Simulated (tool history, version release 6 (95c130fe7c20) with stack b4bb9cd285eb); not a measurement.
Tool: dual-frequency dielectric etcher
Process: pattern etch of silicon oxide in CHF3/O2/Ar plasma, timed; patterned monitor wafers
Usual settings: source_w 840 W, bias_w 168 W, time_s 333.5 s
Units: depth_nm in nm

run    hour  source_w  bias_w  time_s  wafers since the last listed run  hours since the last wet clean  hours since the last source power generator calibration  hours since the last bias power generator calibration  hours since the last upper electrode change  hours since the gauge calibration  read-back reference wafer on the same gauge, depth_nm  depth_nm
  1       0       840     168   333.5                                 0                           307.6                                                   1201.4                                                 1507.8                                       1101.3                             1888.9                                                  691.9     798.9
  2    89.7       960     143   333.5                               374                           397.3                                                   1291.1                                                 1597.5                                         1191                             1978.6                                                  692.1     780.2
  3   126.8       840     140   333.5                               155                           434.4                                                   1328.2                                                 1634.6                                       1228.1                             2015.7                                                  691.5     742.4
  4   163.9       840     140   333.5                               155                           471.5                                                   1365.3                                                 1671.7                                       1265.2                             2052.8                                                  692.3       742
      213.5  -- bias power generator calibrated
  5   222.2       840     168   312.5                               226                           529.8                                                   1423.6                                                    8.7                                       1323.5                             2111.1                                                  692.1     748.6
      306.8  -- wet clean of the chamber
        353  -- gauge calibrated
  6   437.1       840     168   312.5                               798                           130.3                                                   1638.5                                                  223.6                                       1538.4                               84.1                                                  692.5     748.3
  7     507       840     168   333.5                               292                           200.2                                                   1708.4                                                  293.5                                       1608.3                                154                                                  692.2     801.6
  8   591.5       840     168   333.5                               353                           284.7                                                   1792.9                                                    378                                       1692.8                              238.5                                                  691.8     802.4
  9   633.7       840     168   333.5                               176                           326.9                                                   1835.1                                                  420.2                                         1735                              280.7                                                  691.5     800.2
 10   741.5       840     168   333.5                               450                           434.7                                                   1942.9                                                    528                                       1842.8                              388.5                                                  691.3     801.5
 11   820.5       840     168   333.5                               330                           513.7                                                   2021.9                                                    607                                       1921.8                              467.5                                                  691.9     797.9
 12   881.2       960     168   295.5                               253                           574.4                                                   2082.6                                                  667.7                                       1982.5                              528.2                                                  691.9       737
      908.6  -- wet clean of the chamber
 13   934.4       840     136     259                               122                            25.8                                                   2135.8                                                  720.9                                       2035.7                              581.4                                                  692.4     570.2
 14   995.6       760     126   368.5                               255                              87                                                     2197                                                  782.1                                       2096.9                              642.6                                                  691.8     768.7
 15  1065.3       660     137   333.5                               291                           156.7                                                   2266.7                                                  851.8                                       2166.6                              712.3                                                  692.4     691.8
 16  1153.7       840     202   333.5                               369                           245.1                                                   2355.1                                                  940.2                                         2255                              800.7                                                  691.9     860.7
     1226.4  -- upper electrode replaced
 17  1226.9       840     168   333.5                               205                           318.3                                                   2428.3                                                 1013.4                                          0.5                              873.9                                                  691.7     801.3
 18  1259.2       750     149   333.5                               135                           350.6                                                   2460.6                                                 1045.7                                         32.8                              906.2                                                  691.5     738.3
 19  1348.9       710     149   293.5                               374                           440.3                                                   2550.3                                                 1135.4                                        122.5                              995.9                                                  692.3     642.2
 20  1434.5      1010     168   333.5                               357                           525.9                                                   2635.9                                                   1221                                        208.1                             1081.5                                                  692.2     838.4
 21  1527.3       840     168   333.5                               387                           618.7                                                   2728.7                                                 1313.8                                        300.9                             1174.3                                                  692.2     801.7
     1551.9  -- source power generator calibrated
 22  1614.2       770     154   333.5                               346                           705.6                                                     62.3                                                 1400.7                                        387.8                             1261.2                                                    692     754.5
       1687  -- wet clean of the chamber
 23  1716.8       840     168   333.5                               328                            29.8                                                    164.9                                                 1503.3                                        490.4                             1363.8                                                  691.8     802.3
 24  1783.5       840     168   333.5                               278                            96.5                                                    231.6                                                   1570                                        557.1                             1430.5                                                  691.4     800.3
 25  1999.9       720     154   432.5                               904                           312.9                                                      448                                                 1786.4                                        773.5                             1646.9                                                    692     964.6
     2071.5  -- bias power generator calibrated
 26  2208.1       760     184   420.5                               853                           521.1                                                    656.2                                                  136.6                                        981.7                             1855.1                                                  692.2    1023.6
 27  2302.9       950     168   333.5                               396                           615.9                                                      751                                                  231.4                                       1076.5                             1949.9                                                  692.2     825.9
 28  2410.3       910     155     303                               448                           723.3                                                    858.4                                                  338.8                                       1183.9                             2057.3                                                  692.1     718.5
     2448.8  -- wet clean of the chamber
 29  2467.3       770     154   333.5                               137                            18.5                                                    915.4                                                  395.8                                       1240.9                             2114.3                                                  692.5       753

How the hidden state differs across the entries between the runs, from the last listed run before each to the first after it:
Between runs 4 and 5: bias power generator calibrated (hour 213.5)
  no hidden state differs between the two runs
Between runs 5 and 6: wet clean of the chamber (hour 306.8); gauge calibrated (hour 353)
  no hidden state differs between the two runs
Between runs 12 and 13: wet clean of the chamber (hour 908.6)
  no hidden state differs between the two runs
Between runs 16 and 17: upper electrode replaced (hour 1226.4)
  no hidden state differs between the two runs
Between runs 21 and 22: source power generator calibrated (hour 1551.9)
  no hidden state differs between the two runs
Between runs 22 and 23: wet clean of the chamber (hour 1687)
  no hidden state differs between the two runs
Between runs 25 and 26: bias power generator calibrated (hour 2071.5)
  no hidden state differs between the two runs
Between runs 28 and 29: wet clean of the chamber (hour 2448.8)
  no hidden state differs between the two runs
